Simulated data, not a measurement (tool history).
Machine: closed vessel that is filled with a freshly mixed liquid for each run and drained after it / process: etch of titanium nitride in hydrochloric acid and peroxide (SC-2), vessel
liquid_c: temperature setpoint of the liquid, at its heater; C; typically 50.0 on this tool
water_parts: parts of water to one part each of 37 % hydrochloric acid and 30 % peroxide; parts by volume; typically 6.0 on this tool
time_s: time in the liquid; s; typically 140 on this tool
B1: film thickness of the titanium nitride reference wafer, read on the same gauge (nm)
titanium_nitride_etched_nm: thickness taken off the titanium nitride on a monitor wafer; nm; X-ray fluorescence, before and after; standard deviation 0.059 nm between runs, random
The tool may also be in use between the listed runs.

{"run": 1, "hour": 0.0, "liquid_c": 50.0, "water_parts": 6.0, "time_s": 140, "B1": 128.8, "titanium_nitride_etched_nm": 9.32}
{"hour": 52.9, "done": "chemicals flow meter replaced"}
{"run": 2, "hour": 57.7, "liquid_c": 50.0, "water_parts": 6.0, "time_s": 140, "B1": 128.52, "titanium_nitride_etched_nm": 9.38}
{"run": 3, "hour": 85.6, "liquid_c": 50.0, "water_parts": 7.5, "time_s": 140, "B1": 128.3, "titanium_nitride_etched_nm": 7.88}
{"run": 4, "hour": 141.1, "liquid_c": 50.0, "water_parts": 7.5, "time_s": 140, "B1": 127.99, "titanium_nitride_etched_nm": 7.8}
{"run": 5, "hour": 187.1, "liquid_c": 50.0, "water_parts": 7.5, "time_s": 140, "B1": 127.62, "titanium_nitride_etched_nm": 7.81}
{"run": 6, "hour": 245.5, "liquid_c": 50.0, "water_parts": 5.5, "time_s": 140, "B1": 127.23, "titanium_nitride_etched_nm": 9.82}
{"run": 7, "hour": 276.5, "liquid_c": 50.0, "water_parts": 5.5, "time_s": 140, "B1": 126.95, "titanium_nitride_etched_nm": 9.99}
{"run": 8, "hour": 337.2, "liquid_c": 50.0, "water_parts": 6.0, "time_s": 140, "B1": 126.47, "titanium_nitride_etched_nm": 9.32}
{"run": 9, "hour": 403.6, "liquid_c": 50.0, "water_parts": 6.0, "time_s": 140, "B1": 125.92, "titanium_nitride_etched_nm": 9.1}
{"run": 10, "hour": 453.1, "liquid_c": 50.0, "water_parts": 4.5, "time_s": 195, "B1": 125.44, "titanium_nitride_etched_nm": 15.66}
{"run": 11, "hour": 519.1, "liquid_c": 50.0, "water_parts": 6.0, "time_s": 140, "B1": 124.8, "titanium_nitride_etched_nm": 9.12}
{"hour": 575.2, "done": "gauge calibrated"}
{"run": 12, "hour": 577.1, "liquid_c": 50.0, "water_parts": 6.0, "time_s": 140, "B1": 130.74, "titanium_nitride_etched_nm": 9.51}
{"hour": 630.7, "done": "new drum of peroxide connected"}
{"hour": 637.5, "done": "thermometer replaced"}
{"hour": 675.2, "done": "chemicals flow meter replaced"}
{"run": 13, "hour": 693.1, "liquid_c": 50.0, "water_parts": 4.0, "time_s": 100, "B1": 130.66, "titanium_nitride_etched_nm": 9.07}
{"run": 14, "hour": 760.0, "liquid_c": 50.0, "water_parts": 6.0, "time_s": 170, "B1": 130.61, "titanium_nitride_etched_nm": 11.44}
{"run": 15, "hour": 829.8, "liquid_c": 50.0, "water_parts": 6.0, "time_s": 80, "B1": 130.46, "titanium_nitride_etched_nm": 5.38}
{"run": 16, "hour": 882.3, "liquid_c": 50.0, "water_parts": 6.0, "time_s": 140, "B1": 130.36, "titanium_nitride_etched_nm": 9.51}
{"run": 17, "hour": 953.4, "liquid_c": 53.0, "water_parts": 5.0, "time_s": 220, "B1": 130.04, "titanium_nitride_etched_nm": 20.87}
{"run": 18, "hour": 1009.7, "liquid_c": 44.0, "water_parts": 4.5, "time_s": 215, "B1": 129.83, "titanium_nitride_etched_nm": 11.86}
{"run": 19, "hour": 1040.1, "liquid_c": 46.5, "water_parts": 8.5, "time_s": 140, "B1": 129.72, "titanium_nitride_etched_nm": 5.63}

Alternative continuations, all from the tool just after run 19; predict every row:
{"run": "A", "hour": 1040.8, "liquid_c": 50.0, "water_parts": 9.0, "time_s": 140, "B1": "?", "titanium_nitride_etched_nm": "?"}
{"run": "B", "hour": 1040.8, "liquid_c": 46.5, "water_parts": 6.0, "time_s": 140, "B1": "?", "titanium_nitride_etched_nm": "?"}
{"run": "C", "hour": 1040.8, "liquid_c": 42.5, "water_parts": 6.0, "time_s": 110, "B1": "?", "titanium_nitride_etched_nm": "?"}
{"run": "D", "hour": 1040.8, "liquid_c": 50.0, "water_parts": 7.5, "time_s": 195, "B1": "?", "titanium_nitride_etched_nm": "?"}

run=A B1=129.71 titanium_nitride_etched_nm=6.93
run=B B1=129.71 titanium_nitride_etched_nm=7.52
run=C B1=129.71 titanium_nitride_etched_nm=4.49
run=D B1=129.71 titanium_nitride_etched_nm=11.17
Stripped of hidden state, with their random variation kept, the same runs would have yielded:
run=A titanium_nitride_etched_nm=6.94
run=B titanium_nitride_etched_nm=7.54
run=C titanium_nitride_etched_nm=4.50
run=D titanium_nitride_etched_nm=11.20
